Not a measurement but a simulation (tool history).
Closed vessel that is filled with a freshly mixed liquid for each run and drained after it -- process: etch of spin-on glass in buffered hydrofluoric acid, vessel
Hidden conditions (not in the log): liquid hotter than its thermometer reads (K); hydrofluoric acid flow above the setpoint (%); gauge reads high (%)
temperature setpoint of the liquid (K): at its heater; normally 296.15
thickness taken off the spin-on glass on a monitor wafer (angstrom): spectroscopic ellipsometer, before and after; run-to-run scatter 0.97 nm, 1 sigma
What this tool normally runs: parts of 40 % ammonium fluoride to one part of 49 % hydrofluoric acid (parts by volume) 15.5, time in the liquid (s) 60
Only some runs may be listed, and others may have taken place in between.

| run | hour | temperature setpoint of the liquid (K) | parts of 40 % ammonium fluoride to one part of 49 % hydrofluoric acid (parts by volume) | time in the liquid (s) | wafers since the last listed run | hours since the thermometer was replaced | hours since the hydrofluoric acid flow meter was replaced | hours since the gauge calibration | read-back film thickness of the spin-on glass reference wafer, read on the same gauge (nm) | thickness taken off the spin-on glass on a monitor wafer (angstrom) |
|---|---|---|---|---|---|---|---|---|---|---|
| 1 | 0 | 296.15 | 15.5 | 60 | 0 | 2291.1 | 474 | 54 | 90.02 | 2283.8 |
| 2 | 12.7 | 296.15 | 15.5 | 60 | 1866 | 2303.8 | 486.7 | 66.7 | 90 | 2280.2 |
| 3 | 25.6 | 296.15 | 15.5 | 60 | 1895 | 2316.7 | 499.6 | 79.6 | 89.99 | 2274.6 |
|  | 40.3 | hydrofluoric acid flow meter replaced |
| 4 | 41.1 | 296.15 | 15.5 | 60 | 2131 | 2332.2 | 0.8 | 95.1 | 89.99 | 2237.9 |
| 5 | 50.2 | 296.15 | 15.5 | 60 | 1337 | 2341.3 | 9.9 | 104.2 | 90 | 2235 |
| 6 | 63.9 | 300.15 | 19 | 60 | 2013 | 2355 | 23.6 | 117.9 | 89.99 | 2294.8 |
| 7 | 79.9 | 300.15 | 19 | 60 | 2351 | 2371 | 39.6 | 133.9 | 90 | 2272.1 |
| 8 | 96.7 | 296.15 | 18 | 60 | 2469 | 2387.8 | 56.4 | 150.7 | 89.98 | 1934.4 |
| 9 | 104.5 | 296.15 | 18 | 60 | 1146 | 2395.6 | 64.2 | 158.5 | 90 | 1927.5 |
| 10 | 123 | 296.15 | 15.5 | 60 | 2719 | 2414.1 | 82.7 | 177 | 90 | 2253.6 |
|  | 135.3 | thermometer replaced |
| 11 | 140.1 | 296.15 | 19 | 35 | 2366 | 4.8 | 99.8 | 194.1 | 90.02 | 1069.4 |
| 12 | 153.1 | 301.15 | 17 | 60 | 1910 | 17.8 | 112.8 | 207.1 | 90 | 2665.4 |
| 13 | 167.9 | 296.15 | 12.5 | 60 | 2175 | 32.6 | 127.6 | 221.9 | 90 | 2758.5 |
| 14 | 177.5 | 296.15 | 17.5 | 60 | 1410 | 42.2 | 137.2 | 231.5 | 90.01 | 1995.7 |
| 15 | 186.6 | 296.15 | 15.5 | 60 | 1337 | 51.3 | 146.3 | 240.6 | 90.01 | 2250.2 |
| 16 | 197.5 | 296.15 | 15.5 | 60 | 1602 | 62.2 | 157.2 | 251.5 | 90.01 | 2241.6 |
| 17 | 207.5 | 296.15 | 15.5 | 45 | 1469 | 72.2 | 167.2 | 261.5 | 90 | 1686.5 |
| 18 | 220.7 | 296.15 | 15.5 | 60 | 1940 | 85.4 | 180.4 | 274.7 | 89.99 | 2253.7 |
| 19 | 233.7 | 296.15 | 15.5 | 60 | 1910 | 98.4 | 193.4 | 287.7 | 90 | 2243 |
|  | 238.3 | gauge calibrated |
| 20 | 250.2 | 300.65 | 17.5 | 40 | 2425 | 114.9 | 209.9 | 11.9 | 90.02 | 1699.5 |
| 21 | 258.8 | 296.15 | 17.5 | 30 | 1263 | 123.5 | 218.5 | 20.5 | 90 | 998.6 |

Expected results for the next run?
| 22 | 269.8 | 296.15 | 11 | 70 | 1616 | 134.5 | 229.5 | 31.5 | ? | ? |

read-back film thickness of the spin-on glass reference wafer, read on the same gauge (nm): 90.01
thickness taken off the spin-on glass on a monitor wafer (angstrom): 3677.6
Were there no unlogged condition in the tool, this run, its random variation unchanged, would have produced thickness taken off the spin-on glass on a monitor wafer (angstrom) 3644.
